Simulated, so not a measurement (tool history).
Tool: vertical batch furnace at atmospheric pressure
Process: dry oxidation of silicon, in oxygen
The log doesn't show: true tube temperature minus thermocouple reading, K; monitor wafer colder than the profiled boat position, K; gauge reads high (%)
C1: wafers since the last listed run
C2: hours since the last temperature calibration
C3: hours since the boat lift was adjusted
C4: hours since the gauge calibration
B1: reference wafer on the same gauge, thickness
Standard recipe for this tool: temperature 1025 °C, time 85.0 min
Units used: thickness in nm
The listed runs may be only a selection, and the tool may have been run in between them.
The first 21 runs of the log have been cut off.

run 22 hour=991.1 | temperature=1012 time=121.5 | C1=392 C2=2913.2 C3=480.4 C4=1755.4 | B1=103.96 | thickness=117.40
run 23 hour=1051.9 | temperature=1041 time=97.0 | C1=518 C2=2974.0 C3=541.2 C4=1816.2 | B1=104.00 | thickness=121.81
run 24 hour=1111.5 | temperature=1025 time=99.5 | C1=508 C2=3033.6 C3=600.8 C4=1875.8 | B1=103.98 | thickness=112.77
run 25 hour=1180.4 | temperature=1025 time=85.0 | C1=588 C2=3102.5 C3=669.7 C4=1944.7 | B1=103.96 | thickness=102.59
run 26 hour=1208.6 | temperature=1025 time=85.0 | C1=240 C2=3130.7 C3=697.9 C4=1972.9 | B1=103.96 | thickness=102.32
run 27 hour=1239.1 | temperature=1025 time=116.0 | C1=260 C2=3161.2 C3=728.4 C4=2003.4 | B1=104.01 | thickness=123.97
run 28 hour=1302.5 | temperature=1041 time=62.5 | C1=541 C2=3224.6 C3=791.8 C4=2066.8 | B1=104.07 | thickness=92.94
run 29 hour=1354.6 | temperature=1031 time=43.5 | C1=444 C2=3276.7 C3=843.9 C4=2118.9 | B1=103.98 | thickness=69.90
-- hour=1379.7 thermocouples replaced and temperature profile calibrated
-- hour=1486.0 gauge calibrated
run 30 hour=1543.3 | temperature=1008 time=102.5 | C1=1405 C2=163.6 C3=1032.6 C4=57.3 | B1=103.96 | thickness=100.24
run 31 hour=1587.9 | temperature=1025 time=85.0 | C1=380 C2=208.2 C3=1077.2 C4=101.9 | B1=103.95 | thickness=100.27
run 32 hour=1630.3 | temperature=1015 time=107.0 | C1=361 C2=250.6 C3=1119.6 C4=144.3 | B1=104.00 | thickness=108.51
run 33 hour=1675.2 | temperature=1046 time=115.0 | C1=383 C2=295.5 C3=1164.5 C4=189.2 | B1=103.98 | thickness=136.33
run 34 hour=1711.3 | temperature=1018 time=125.5 | C1=308 C2=331.6 C3=1200.6 C4=225.3 | B1=104.03 | thickness=122.41
run 35 hour=1775.3 | temperature=1017 time=64.0 | C1=546 C2=395.6 C3=1264.6 C4=289.3 | B1=103.97 | thickness=79.39
run 36 hour=1817.5 | temperature=1043 time=118.5 | C1=360 C2=437.8 C3=1306.8 C4=331.5 | B1=103.97 | thickness=136.38
run 37 hour=1844.7 | temperature=1014 time=64.0 | C1=232 C2=465.0 C3=1334.0 C4=358.7 | B1=104.06 | thickness=77.74
run 38 hour=1912.8 | temperature=1025 time=66.5 | C1=581 C2=533.1 C3=1402.1 C4=426.8 | B1=104.01 | thickness=85.84

Forecast each of these 5 alternatives for the next run:
run A hour=1917.6 | temperature=1008 time=85.0 | C1=40 C2=537.9 C3=1406.9 C4=431.6 | B1=? | thickness=?
run B hour=1917.6 | temperature=1031 time=107.5 | C1=40 C2=537.9 C3=1406.9 C4=431.6 | B1=? | thickness=?
run C hour=1917.6 | temperature=1038 time=69.0 | C1=40 C2=537.9 C3=1406.9 C4=431.6 | B1=? | thickness=?
run D hour=1917.6 | temperature=1044 time=108.0 | C1=40 C2=537.9 C3=1406.9 C4=431.6 | B1=? | thickness=?
run E hour=1917.6 | temperature=1017 time=64.5 | C1=40 C2=537.9 C3=1406.9 C4=431.6 | B1=? | thickness=?

run=A B1=103.97 thickness=89.30
run=B B1=103.97 thickness=120.35
run=C B1=103.97 thickness=95.16
run=D B1=103.97 thickness=130.02
run=E B1=103.97 thickness=79.91
With the hidden condition removed and each run's random variation left untouched, the same runs would have given:
run=A thickness=89.61
run=B thickness=120.69
run=C thickness=95.43
run=D thickness=130.37
run=E thickness=80.18
